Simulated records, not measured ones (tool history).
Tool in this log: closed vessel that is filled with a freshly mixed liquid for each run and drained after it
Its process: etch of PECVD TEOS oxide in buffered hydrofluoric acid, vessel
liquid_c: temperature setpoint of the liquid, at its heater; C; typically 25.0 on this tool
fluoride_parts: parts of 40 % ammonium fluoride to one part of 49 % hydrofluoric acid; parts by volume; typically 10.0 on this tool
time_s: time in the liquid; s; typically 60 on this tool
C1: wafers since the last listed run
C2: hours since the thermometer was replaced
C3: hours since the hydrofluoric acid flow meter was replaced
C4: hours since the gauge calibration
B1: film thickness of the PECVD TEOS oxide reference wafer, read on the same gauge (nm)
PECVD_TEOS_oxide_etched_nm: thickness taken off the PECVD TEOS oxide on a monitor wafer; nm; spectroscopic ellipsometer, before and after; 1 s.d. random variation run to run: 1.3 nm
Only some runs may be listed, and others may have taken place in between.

Run 1, hour 0.0: usual settings; C1 0; C2 380.7; C3 2180.0; C4 40.1; B1 110.00. Result: PECVD_TEOS_oxide_etched_nm 228.08 nm.
Run 2, hour 13.1: usual settings but fluoride_parts 12.0 parts by volume; C1 1890; C2 393.8; C3 2193.1; C4 53.2; B1 109.96. Result: PECVD_TEOS_oxide_etched_nm 190.23 nm.
Run 3, hour 28.2: usual settings but fluoride_parts 12.0 parts by volume; C1 2178; C2 408.9; C3 2208.2; C4 68.3; B1 110.00. Result: PECVD_TEOS_oxide_etched_nm 193.81 nm.
Run 4, hour 38.3: usual settings but fluoride_parts 12.0 parts by volume; C1 1457; C2 419.0; C3 2218.3; C4 78.4; B1 110.01. Result: PECVD_TEOS_oxide_etched_nm 193.85 nm.
Run 5, hour 47.7: usual settings but time_s 85 s; C1 1356; C2 428.4; C3 2227.7; C4 87.8; B1 110.01. Result: PECVD_TEOS_oxide_etched_nm 323.79 nm.
Run 6, hour 65.5: usual settings but time_s 85 s; C1 2568; C2 446.2; C3 2245.5; C4 105.6; B1 109.99. Result: PECVD_TEOS_oxide_etched_nm 326.16 nm.
Run 7, hour 87.5: usual settings but time_s 45 s; C1 3174; C2 468.2; C3 2267.5; C4 127.6; B1 109.97. Result: PECVD_TEOS_oxide_etched_nm 174.85 nm.
Run 8, hour 96.1: usual settings but time_s 45 s; C1 1240; C2 476.8; C3 2276.1; C4 136.2; B1 110.00. Result: PECVD_TEOS_oxide_etched_nm 173.39 nm.
Run 9, hour 105.5: usual settings but time_s 45 s; C1 1356; C2 486.2; C3 2285.5; C4 145.6; B1 109.97. Result: PECVD_TEOS_oxide_etched_nm 175.88 nm.
Run 10, hour 113.7: usual settings; C1 1183; C2 494.4; C3 2293.7; C4 153.8; B1 109.99. Result: PECVD_TEOS_oxide_etched_nm 233.10 nm.
Run 11, hour 131.1: usual settings; C1 2510; C2 511.8; C3 2311.1; C4 171.2; B1 110.00. Result: PECVD_TEOS_oxide_etched_nm 232.03 nm.
Run 12, hour 148.7: usual settings but liquid_c 22.0 C; C1 2539; C2 529.4; C3 2328.7; C4 188.8; B1 110.02. Result: PECVD_TEOS_oxide_etched_nm 198.51 nm.
Run 13, hour 165.2: usual settings; C1 2380; C2 545.9; C3 2345.2; C4 205.3; B1 109.99. Result: PECVD_TEOS_oxide_etched_nm 236.03 nm.
At hour 178.2: gauge calibrated.
Run 14, hour 178.6: usual settings but liquid_c 29.0 C; C1 1933; C2 559.3; C3 2358.6; C4 0.4; B1 109.99. Result: PECVD_TEOS_oxide_etched_nm 289.49 nm.
Run 15, hour 190.7: usual settings; C1 1745; C2 571.4; C3 2370.7; C4 12.5; B1 109.97. Result: PECVD_TEOS_oxide_etched_nm 234.27 nm.
Run 16, hour 230.0: usual settings but liquid_c 29.0 C, time_s 80 s; C1 5670; C2 610.7; C3 2410.0; C4 51.8; B1 110.00. Result: PECVD_TEOS_oxide_etched_nm 392.59 nm.
Run 17, hour 238.9: usual settings but time_s 90 s; C1 1284; C2 619.6; C3 2418.9; C4 60.7; B1 110.01. Result: PECVD_TEOS_oxide_etched_nm 362.77 nm.
Run 18, hour 247.1: usual settings but liquid_c 30.0 C, fluoride_parts 7.5 parts by volume, time_s 40 s; C1 1183; C2 627.8; C3 2427.1; C4 68.9; B1 109.98. Result: PECVD_TEOS_oxide_etched_nm 269.03 nm.
Run 19, hour 256.1: usual settings but liquid_c 29.0 C, time_s 80 s; C1 1298; C2 636.8; C3 2436.1; C4 77.9; B1 109.97. Result: PECVD_TEOS_oxide_etched_nm 395.14 nm.
At hour 257.2: hydrofluoric acid flow meter replaced.
At hour 266.6: thermometer replaced.
Run 20, hour 272.7: usual settings but fluoride_parts 12.0 parts by volume, time_s 35 s; C1 2106; C2 6.1; C3 15.5; C4 94.5; B1 110.01. Result: PECVD_TEOS_oxide_etched_nm 102.97 nm.
Run 21, hour 283.8: usual settings but fluoride_parts 9.0 parts by volume; C1 1601; C2 17.2; C3 26.6; C4 105.6; B1 110.03. Result: PECVD_TEOS_oxide_etched_nm 226.93 nm.
Run 22, hour 294.9: usual settings but fluoride_parts 7.0 parts by volume, time_s 90 s; C1 1601; C2 28.3; C3 37.7; C4 116.7; B1 110.02. Result: PECVD_TEOS_oxide_etched_nm 443.90 nm.
Run 23, hour 301.5: usual settings; C1 952; C2 34.9; C3 44.3; C4 123.3; B1 110.00. Result: PECVD_TEOS_oxide_etched_nm 212.22 nm.
Run 24, hour 309.5: usual settings; C1 1154; C2 42.9; C3 52.3; C4 131.3; B1 110.02. Result: PECVD_TEOS_oxide_etched_nm 212.62 nm.
Run 25, hour 323.6: usual settings but fluoride_parts 7.0 parts by volume; C1 2034; C2 57.0; C3 66.4; C4 145.4; B1 110.00. Result: PECVD_TEOS_oxide_etched_nm 298.51 nm.
Run 26, hour 338.9: usual settings but liquid_c 26.5 C, fluoride_parts 12.5 parts by volume, time_s 90 s; C1 2207; C2 72.3; C3 81.7; C4 160.7; B1 109.99. Result: PECVD_TEOS_oxide_etched_nm 278.39 nm.
Run 27, hour 346.0: usual settings but liquid_c 20.5 C, fluoride_parts 13.0 parts by volume, time_s 75 s; C1 1024; C2 79.4; C3 88.8; C4 167.8; B1 109.99. Result: PECVD_TEOS_oxide_etched_nm 162.19 nm.

Exercise: give the hidden state of the tool at every run:
hydrofluoric acid flow above the setpoint (%): 0 in every run
gauge reads high (%): 0 in every run
H1: liquid hotter than its thermometer reads (K)
run     H1
  1   1.45
  2    1.5
  3   1.55
  4   1.58
  5   1.61
  6   1.67
  7   1.75
  8   1.78
  9   1.81
 10   1.84
 11    1.9
 12   1.96
 13   2.02
 14   2.06
 15    2.1
 16   2.24
 17   2.27
 18    2.3
 19   2.33
 20  0.086
 21  0.124
 22  0.162
 23  0.185
 24  0.212
 25   0.26
 26  0.313
 27  0.337
